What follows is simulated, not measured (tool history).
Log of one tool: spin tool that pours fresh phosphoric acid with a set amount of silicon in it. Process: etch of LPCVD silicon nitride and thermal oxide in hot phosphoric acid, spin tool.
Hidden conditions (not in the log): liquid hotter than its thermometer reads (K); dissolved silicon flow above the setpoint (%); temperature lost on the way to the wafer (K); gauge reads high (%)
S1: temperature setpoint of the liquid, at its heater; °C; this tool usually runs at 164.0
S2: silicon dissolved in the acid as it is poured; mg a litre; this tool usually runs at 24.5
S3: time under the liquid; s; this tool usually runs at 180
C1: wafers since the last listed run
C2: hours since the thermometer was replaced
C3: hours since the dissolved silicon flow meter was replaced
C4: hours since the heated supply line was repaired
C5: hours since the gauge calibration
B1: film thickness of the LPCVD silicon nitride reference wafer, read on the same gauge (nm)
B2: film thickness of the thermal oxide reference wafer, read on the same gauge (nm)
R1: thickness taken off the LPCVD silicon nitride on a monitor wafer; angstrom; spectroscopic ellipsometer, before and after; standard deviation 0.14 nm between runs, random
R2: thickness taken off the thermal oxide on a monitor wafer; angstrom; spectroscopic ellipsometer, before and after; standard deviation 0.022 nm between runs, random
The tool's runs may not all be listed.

run,day,S1,S2,S3,C1,C2,C3,C4,C5,B1,B2,R1,R2
1,0.000,162.0,24.5,180,0,1494.4,804.5,2534.6,1167.2,89.97,60.035,160.6,2.87
2,4.058,162.0,24.5,180,800,1591.8,901.9,2632.0,1264.6,90.03,60.014,164.9,3.23
3,7.008,162.0,24.5,180,581,1662.6,972.7,2702.8,1335.4,89.96,59.990,160.2,2.87
4,11.362,164.0,24.5,180,858,1767.1,1077.2,2807.3,1439.9,89.96,60.006,173.0,3.98
5,14.625,164.0,24.5,180,643,1845.4,1155.5,2885.6,1518.2,90.03,59.988,173.2,3.32
6,17.054,164.0,17.0,130,478,1903.7,1213.8,2943.9,1576.5,89.99,59.987,123.4,3.50
# day 19.000: gauge calibrated
7,20.375,164.0,17.0,130,654,1983.4,1293.5,3023.6,33.0,90.02,59.996,125.0,3.11
8,23.904,164.0,24.5,100,695,2068.1,1378.2,3108.3,117.7,89.98,60.011,94.9,1.78
9,26.546,164.0,24.5,140,520,2131.5,1441.6,3171.7,181.1,90.03,59.993,132.3,3.05
# day 28.696: heated supply line repaired
10,30.004,162.0,15.0,180,673,2214.5,1524.6,31.4,264.1,90.03,60.001,167.7,4.80
11,33.408,161.0,33.5,225,671,2296.2,1606.3,113.1,345.8,89.93,59.979,204.1,2.78
12,37.642,163.0,24.5,180,834,2397.8,1707.9,214.7,447.4,90.00,60.004,173.3,3.76
# day 38.408: dissolved silicon flow meter replaced
# day 39.375: thermometer replaced
13,40.400,165.5,6.0,255,527,24.6,47.8,280.9,513.6,89.98,60.002,269.2,9.45
14,44.275,164.0,24.5,180,764,117.6,140.8,373.9,606.6,89.99,60.013,178.0,4.11
15,45.904,167.0,24.5,180,321,156.7,179.9,413.0,645.7,89.98,59.995,198.5,4.39
16,50.150,162.5,15.0,210,837,258.6,281.8,514.9,747.6,89.96,59.986,199.0,5.22
17,54.179,161.0,16.0,245,794,355.3,378.5,611.6,844.3,90.04,59.995,221.2,5.49
18,57.012,164.0,24.5,180,558,423.3,446.5,679.6,912.3,90.02,59.996,180.0,3.66
19,58.867,164.0,24.5,180,365,467.8,491.0,724.1,956.8,90.04,59.992,182.0,3.68

Here are 3 independent what-if runs from the current tool condition. What would each one return?
A,58.888,164.0,24.5,75,4,468.3,491.5,724.6,957.3,?,?,?,?
B,58.888,166.0,13.5,120,4,468.3,491.5,724.6,957.3,?,?,?,?
C,58.888,163.0,33.5,135,4,468.3,491.5,724.6,957.3,?,?,?,?

run,B1,B2,R1,R2
A,89.97,60.011,74.0,1.64
B,89.97,60.011,126.5,4.12
C,89.97,60.011,128.9,1.93
Without the tool's hidden state the same runs would have given:
run,R1,R2
A,76.2,1.75
B,130.3,4.40
C,132.8,2.06
